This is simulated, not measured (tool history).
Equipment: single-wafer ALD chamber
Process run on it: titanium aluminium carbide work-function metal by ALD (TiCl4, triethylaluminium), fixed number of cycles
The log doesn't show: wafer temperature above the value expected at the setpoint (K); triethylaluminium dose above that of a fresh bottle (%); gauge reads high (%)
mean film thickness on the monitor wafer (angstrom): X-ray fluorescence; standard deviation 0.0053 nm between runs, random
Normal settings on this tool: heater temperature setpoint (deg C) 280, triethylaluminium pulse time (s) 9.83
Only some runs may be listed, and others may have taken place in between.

run	hour	heater temperature setpoint (deg C)	triethylaluminium pulse time (s)	wafers since the last listed run	hours since the last thermocouple change	hours since the last triethylaluminium bottle change	hours since the showerhead was replaced	hours since the gauge calibration	read-back reference wafer on the same gauge, thickness_nm	mean film thickness on the monitor wafer (angstrom)
1	0.0	280	9.83	0	1663.9	1466.3	5645.4	334.0	1.637	18.17
2	34.8	280	9.83	291	1698.7	1501.1	5680.2	368.8	1.634	18.13
3	49.6	280	9.83	124	1713.5	1515.9	5695.0	383.6	1.634	18.20
4	83.1	280	9.83	280	1747.0	1549.4	5728.5	417.1	1.632	18.17
# hour 116.5: triethylaluminium bottle replaced
5	117.0	280	9.83	217	1780.9	0.5	5762.4	451.0	1.633	18.22
6	133.5	280	9.83	138	1797.4	17.0	5778.9	467.5	1.631	18.09
7	149.2	280	9.83	131	1813.1	32.7	5794.6	483.2	1.630	18.18
8	179.3	280	9.83	252	1843.2	62.8	5824.7	513.3	1.631	18.16
9	210.5	280	9.83	261	1874.4	94.0	5855.9	544.5	1.628	18.10
10	224.4	273	11.55	116	1888.3	107.9	5869.8	558.4	1.629	17.83
11	255.1	280	9.83	257	1919.0	138.6	5900.5	589.1	1.628	18.21
12	290.3	280	9.83	295	1954.2	173.8	5935.7	624.3	1.627	18.12
13	304.2	280	9.83	116	1968.1	187.7	5949.6	638.2	1.628	18.12
14	335.2	280	6.21	259	1999.1	218.7	5980.6	669.2	1.628	16.29
15	379.1	267	7.65	367	2043.0	262.6	6024.5	713.1	1.626	16.34
# hour 391.7: showerhead replaced
16	397.1	272	8.07	83	2061.0	280.6	5.4	731.1	1.626	16.92
17	415.1	266	6.80	150	2079.0	298.6	23.4	749.1	1.626	15.77
18	432.1	293	6.10	142	2096.0	315.6	40.4	766.1	1.627	17.00
# hour 447.2: gauge calibrated
19	453.1	280	7.86	176	2117.0	336.6	61.4	5.9	1.675	17.96
20	488.5	287	7.56	296	2152.4	372.0	96.8	41.3	1.668	18.27
21	521.8	266	12.53	279	2185.7	405.3	130.1	74.6	1.666	17.79
22	540.1	269	9.83	153	2204.0	423.6	148.4	92.9	1.664	17.64
# hour 558.8: thermocouple changed; heater temperature recalibrated
23	559.3	284	7.28	93	0.5	442.8	167.6	112.1	1.661	17.65
24	576.2	270	9.83	141	17.4	459.7	184.5	129.0	1.658	17.68
25	603.5	280	6.78	228	44.7	487.0	211.8	156.3	1.656	17.00
26	627.7	280	9.83	202	68.9	511.2	236.0	180.5	1.655	18.35
27	651.0	280	9.83	195	92.2	534.5	259.3	203.8	1.652	18.41
28	665.4	280	9.83	120	106.6	548.9	273.7	218.2	1.650	18.39
29	682.3	290	7.86	141	123.5	565.8	290.6	235.1	1.650	18.34
30	703.3	280	9.83	176	144.5	586.8	311.6	256.1	1.648	18.32
31	729.6	286	11.78	220	170.8	613.1	337.9	282.4	1.648	19.06
32	824.0	280	9.83	791	265.2	707.5	432.3	376.8	1.641	18.20
33	841.2	275	12.23	144	282.4	724.7	449.5	394.0	1.641	18.19

Difference, measured minus no-hidden-state, one row per run. Run-to-run variation is common to both terms; the gauge's own scatter need not be:
run	mean film thickness on the monitor wafer (angstrom)
1	-0.38
2	-0.39
3	-0.40
4	-0.41
5	-0.43
6	-0.43
7	-0.44
8	-0.44
9	-0.45
10	-0.45
11	-0.47
12	-0.47
13	-0.48
14	-0.43
15	-0.44
16	-0.46
17	-0.43
18	-0.46
19	+0.05
20	-0.02
21	-0.06
22	-0.09
23	-0.11
24	-0.12
25	-0.15
26	-0.19
27	-0.21
28	-0.22
29	-0.23
30	-0.25
31	-0.28
32	-0.32
33	-0.33
